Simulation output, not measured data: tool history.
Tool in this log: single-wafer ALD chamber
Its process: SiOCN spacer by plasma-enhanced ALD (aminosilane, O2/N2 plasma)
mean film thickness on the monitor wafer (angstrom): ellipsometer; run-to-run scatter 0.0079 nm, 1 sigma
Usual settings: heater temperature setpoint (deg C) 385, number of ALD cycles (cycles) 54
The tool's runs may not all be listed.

run	day	heater temperature setpoint (deg C)	number of ALD cycles (cycles)	wafers since the last listed run	hours since the last thermocouple change	hours since the gauge calibration	read-back reference wafer on the same gauge, thickness_nm	mean film thickness on the monitor wafer (angstrom)
1	0.000	395	54	0	770.5	441.2	3.421	31.62
2	1.271	389	48	190	801.0	471.7	3.420	28.22
3	1.800	389	48	79	813.7	484.4	3.420	28.32
4	3.112	385	54	196	845.2	515.9	3.422	31.68
5	7.592	385	54	670	952.7	623.4	3.423	31.54
6	8.925	385	54	199	984.7	655.4	3.417	31.56
7	9.538	385	54	91	999.4	670.1	3.422	31.68
8	10.271	385	54	109	1017.0	687.7	3.415	31.67
9	11.429	385	54	173	1044.8	715.5	3.422	31.72
10	12.033	392	46	90	1059.3	730.0	3.423	27.05
11	13.550	392	46	227	1095.7	766.4	3.421	26.89
12	14.792	385	51	185	1125.5	796.2	3.422	29.84
13	15.575	385	59	117	1144.3	815.0	3.417	34.65
14	16.192	385	59	92	1159.1	829.8	3.419	34.51
15	17.146	380	54	142	1182.0	852.7	3.420	31.66
16	18.417	390	47	190	1212.5	883.2	3.421	27.63
17	19.338	385	54	137	1234.6	905.3	3.422	31.56
18	19.971	385	54	94	1249.8	920.5	3.419	31.80
19	20.700	385	54	109	1267.3	938.0	3.419	31.61
20	22.179	385	54	221	1302.8	973.5	3.419	31.65
21	23.171	385	54	148	1326.6	997.3	3.420	31.74
22	23.883	385	47	106	1343.7	1014.4	3.418	27.53
# day 24.050: gauge calibrated
23	24.962	377	60	161	1369.6	21.9	3.418	35.30
24	26.196	385	54	184	1399.2	51.5	3.415	31.59
25	29.071	389	44	430	1468.2	120.5	3.418	25.94
26	29.771	374	61	104	1485.0	137.3	3.422	35.79
27	30.525	385	54	112	1503.1	155.4	3.421	31.74
# day 31.450: thermocouple changed; heater temperature recalibrated
28	31.700	370	63	126	6.0	183.6	3.419	37.09
29	32.754	376	61	157	31.3	208.9	3.420	35.78
30	33.321	385	54	84	44.9	222.5	3.425	31.58
31	34.250	392	47	139	67.2	244.8	3.420	27.56
32	34.854	397	47	90	81.7	259.3	3.418	27.66

Estimate the outcome of run 33 from the log above:
33	36.067	385	54	181	110.8	288.4	?	?

Logged for run 33: read-back reference wafer on the same gauge, thickness_nm 3.422, mean film thickness on the monitor wafer (angstrom) 31.75.
Had the tool carried no hidden state, the very same run would have given mean film thickness on the monitor wafer (angstrom) 31.75.

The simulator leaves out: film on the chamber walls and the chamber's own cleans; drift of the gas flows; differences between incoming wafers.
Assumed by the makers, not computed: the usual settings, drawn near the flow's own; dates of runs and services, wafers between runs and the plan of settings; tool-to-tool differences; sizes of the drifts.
